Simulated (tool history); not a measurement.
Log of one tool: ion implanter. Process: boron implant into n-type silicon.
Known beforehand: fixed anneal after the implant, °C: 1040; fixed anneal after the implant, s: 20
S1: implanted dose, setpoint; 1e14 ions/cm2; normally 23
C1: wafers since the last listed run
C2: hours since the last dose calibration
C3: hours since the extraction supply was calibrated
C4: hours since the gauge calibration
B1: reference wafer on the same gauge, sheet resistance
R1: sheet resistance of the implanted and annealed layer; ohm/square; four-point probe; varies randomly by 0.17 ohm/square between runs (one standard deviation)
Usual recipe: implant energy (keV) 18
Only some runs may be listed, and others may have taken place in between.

Run 1, hour 0: usual settings; C1 0; C2 1006.7; C3 4940.4; C4 236.6; B1 63.21. Result: R1 69.43 ohm/square.
Run 2, hour 31.4: usual settings; C1 516; C2 1038.1; C3 4971.8; C4 268; B1 63.17. Result: R1 69.63 ohm/square.
Run 3, hour 58.6: usual settings; C1 447; C2 1065.3; C3 4999; C4 295.2; B1 63.24. Result: R1 69.31 ohm/square.
Run 4, hour 73: usual settings; C1 237; C2 1079.7; C3 5013.4; C4 309.6; B1 63.14. Result: R1 69.39 ohm/square.
Run 5, hour 102.3: usual settings; C1 482; C2 1109; C3 5042.7; C4 338.9; B1 63.16. Result: R1 69.3 ohm/square.
Run 6, hour 125.4: usual settings; C1 380; C2 1132.1; C3 5065.8; C4 362; B1 63.23. Result: R1 69.38 ohm/square.
Run 7, hour 138.6: usual settings; C1 217; C2 1145.3; C3 5079; C4 375.2; B1 63.24. Result: R1 69.65 ohm/square.
Run 8, hour 174: usual settings; C1 582; C2 1180.7; C3 5114.4; C4 410.6; B1 63.19. Result: R1 69.36 ohm/square.
Run 9, hour 186.7: usual settings; C1 209; C2 1193.4; C3 5127.1; C4 423.3; B1 63.24. Result: R1 69.39 ohm/square.
Run 10, hour 217.4: usual settings; C1 505; C2 1224.1; C3 5157.8; C4 454; B1 63.17. Result: R1 69.01 ohm/square.
Run 11, hour 252.1: usual settings; C1 571; C2 1258.8; C3 5192.5; C4 488.7; B1 63.18. Result: R1 68.97 ohm/square.
At hour 265.1: gauge calibrated.
Run 12, hour 273.3: usual settings; C1 348; C2 1280; C3 5213.7; C4 8.2; B1 63.14. Result: R1 68.9 ohm/square.
Run 13, hour 337.9: usual settings; C1 1063; C2 1344.6; C3 5278.3; C4 72.8; B1 63.22. Result: R1 68.81 ohm/square.
At hour 351.6: Faraday cup replaced and dose calibrated.
At hour 360.5: extraction supply calibrated.
Run 14, hour 361: usual settings but S1 17.95 1e14 ions/cm2; C1 116; C2 9.4; C3 0.5; C4 95.9; B1 63.16. Result: R1 82.25 ohm/square.
Run 15, hour 371.2: usual settings; C1 167; C2 19.6; C3 10.7; C4 106.1; B1 63.14. Result: R1 70.98 ohm/square.
Run 16, hour 407: usual settings but S1 20.39 1e14 ions/cm2, implant energy (keV) 15; C1 589; C2 55.4; C3 46.5; C4 141.9; B1 63.2. Result: R1 80.12 ohm/square.
Run 17, hour 429.6: usual settings but implant energy (keV) 23; C1 372; C2 78; C3 69.1; C4 164.5; B1 63.21. Result: R1 66.39 ohm/square.

Forecast run 18:
Run 18, hour 453.3: usual settings but S1 17.48 1e14 ions/cm2, implant energy (keV) 20; C1 390; C2 101.7; C3 92.8; C4 188.2; B1 ?. Result: R1 ?.

Run 18 produced B1 63.19, R1 82.18 ohm/square.
Were there no unlogged condition in the tool, this run, its random variation unchanged, would have produced R1 81.96 ohm/square.
